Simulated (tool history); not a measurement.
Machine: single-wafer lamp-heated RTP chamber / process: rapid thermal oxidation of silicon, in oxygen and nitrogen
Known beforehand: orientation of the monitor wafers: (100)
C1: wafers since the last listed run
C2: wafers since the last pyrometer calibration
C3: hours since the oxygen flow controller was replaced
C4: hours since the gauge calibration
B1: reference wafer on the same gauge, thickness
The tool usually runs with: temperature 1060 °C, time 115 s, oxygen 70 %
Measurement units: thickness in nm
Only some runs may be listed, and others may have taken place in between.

Run 1, hour 0.0: usual settings but oxygen 48 %; C1 0; C2 77; C3 6931.1; C4 30.4; B1 12.396. Result: thickness 10.005 nm.
Run 2, hour 8.3: usual settings but oxygen 48 %; C1 72; C2 150; C3 6939.4; C4 38.7; B1 12.406. Result: thickness 9.973 nm.
Run 3, hour 24.1: usual settings but oxygen 48 %; C1 138; C2 288; C3 6955.2; C4 54.5; B1 12.400. Result: thickness 9.998 nm.
Run 4, hour 37.2: usual settings but temperature 1076 °C, oxygen 82 %; C1 114; C2 403; C3 6968.3; C4 67.6; B1 12.399. Result: thickness 13.505 nm.
Run 5, hour 53.4: usual settings but oxygen 63 %; C1 141; C2 545; C3 6984.5; C4 83.8; B1 12.397. Result: thickness 11.033 nm.
Run 6, hour 60.2: usual settings but oxygen 63 %; C1 59; C2 604; C3 6991.3; C4 90.6; B1 12.401. Result: thickness 11.017 nm.
Run 7, hour 68.7: usual settings but oxygen 63 %; C1 74; C2 679; C3 6999.8; C4 99.1; B1 12.404. Result: thickness 11.040 nm.
Run 8, hour 86.2: usual settings; C1 153; C2 832; C3 7017.3; C4 116.6; B1 12.397. Result: thickness 11.476 nm.
At hour 112.9: oxygen flow controller replaced.
Run 9, hour 129.4: usual settings but temperature 1075 °C; C1 308; C2 1140; C3 16.5; C4 159.8; B1 12.404. Result: thickness 12.703 nm.
Run 10, hour 147.4: usual settings but temperature 1075 °C; C1 157; C2 1297; C3 34.5; C4 177.8; B1 12.402. Result: thickness 12.714 nm.
Run 11, hour 158.8: usual settings but temperature 1075 °C; C1 99; C2 1397; C3 45.9; C4 189.2; B1 12.398. Result: thickness 12.720 nm.
Run 12, hour 168.6: usual settings but oxygen 50 %; C1 85; C2 1483; C3 55.7; C4 199.0; B1 12.400. Result: thickness 10.180 nm.
Run 13, hour 174.9: usual settings; C1 55; C2 1538; C3 62.0; C4 205.3; B1 12.400. Result: thickness 11.512 nm.
Run 14, hour 192.6: usual settings; C1 154; C2 1693; C3 79.7; C4 223.0; B1 12.401. Result: thickness 11.555 nm.
Run 15, hour 205.2: usual settings; C1 110; C2 1803; C3 92.3; C4 235.6; B1 12.400. Result: thickness 11.532 nm.
Run 16, hour 214.4: usual settings but temperature 1043 °C, time 95 s; C1 80; C2 1884; C3 101.5; C4 244.8; B1 12.395. Result: thickness 9.427 nm.
Run 17, hour 228.0: usual settings but temperature 1073 °C, time 95 s; C1 119; C2 2003; C3 115.1; C4 258.4; B1 12.397. Result: thickness 11.547 nm.
At hour 228.7: gauge calibrated.
Run 18, hour 236.2: usual settings but temperature 1089 °C, time 90 s, oxygen 57 %; C1 71; C2 2075; C3 123.3; C4 7.5; B1 12.398. Result: thickness 11.625 nm.
Run 19, hour 253.4: usual settings but temperature 1070 °C; C1 150; C2 2225; C3 140.5; C4 24.7; B1 12.403. Result: thickness 12.384 nm.
At hour 266.2: pyrometer window cleaned and pyrometer calibrated.
Run 20, hour 267.0: usual settings but temperature 1069 °C, oxygen 61 %; C1 49; C2 7; C3 154.1; C4 38.3; B1 12.402. Result: thickness 11.576 nm.
Run 21, hour 273.5: usual settings but temperature 1079 °C, time 78 s, oxygen 48 %; C1 56; C2 64; C3 160.6; C4 44.8; B1 12.400. Result: thickness 9.494 nm.
Run 22, hour 286.5: usual settings; C1 113; C2 177; C3 173.6; C4 57.8; B1 12.403. Result: thickness 11.445 nm.
Run 23, hour 296.0: usual settings but oxygen 98 %; C1 83; C2 260; C3 183.1; C4 67.3; B1 12.402. Result: thickness 12.925 nm.
Run 24, hour 309.7: usual settings but temperature 1037 °C, time 63 s, oxygen 44 %; C1 119; C2 380; C3 196.8; C4 81.0; B1 12.401. Result: thickness 6.310 nm.
Run 25, hour 321.9: usual settings but temperature 1044 °C, time 165 s; C1 106; C2 487; C3 209.0; C4 93.2; B1 12.397. Result: thickness 12.120 nm.
Run 26, hour 331.4: usual settings; C1 83; C2 570; C3 218.5; C4 102.7; B1 12.405. Result: thickness 11.444 nm.
Run 27, hour 344.6: usual settings but oxygen 48 %; C1 115; C2 686; C3 231.7; C4 115.9; B1 12.402. Result: thickness 10.033 nm.
Run 28, hour 353.2: usual settings; C1 75; C2 761; C3 240.3; C4 124.5; B1 12.396. Result: thickness 11.430 nm.

Below are 5 alternative next runs, each starting from the tool's condition after run 28. Predict each:
Run A, hour 353.6: usual settings but temperature 1069 °C; C1 3; C2 765; C3 240.7; C4 124.9; B1 ?. Result: thickness ?.
Run B, hour 353.6: usual settings but time 96 s; C1 3; C2 765; C3 240.7; C4 124.9; B1 ?. Result: thickness ?.
Run C, hour 353.6: usual settings but temperature 1030 °C, oxygen 98 %; C1 3; C2 765; C3 240.7; C4 124.9; B1 ?. Result: thickness ?.
Run D, hour 353.6: usual settings but temperature 1039 °C, time 60 s; C1 3; C2 765; C3 240.7; C4 124.9; B1 ?. Result: thickness ?.
Run E, hour 353.6: usual settings but temperature 1073 °C, time 145 s, oxygen 53 %; C1 3; C2 765; C3 240.7; C4 124.9; B1 ?. Result: thickness ?.

run      B1  thickness
  A  12.399     12.175
  B  12.399     10.549
  C  12.399     10.508
  D  12.399      7.395
  E  12.399     12.577
With no hidden state in the tool, these same runs would have given:
run  thickness
  A     12.153
  B     10.529
  C     10.488
  D      7.381
  E     12.554

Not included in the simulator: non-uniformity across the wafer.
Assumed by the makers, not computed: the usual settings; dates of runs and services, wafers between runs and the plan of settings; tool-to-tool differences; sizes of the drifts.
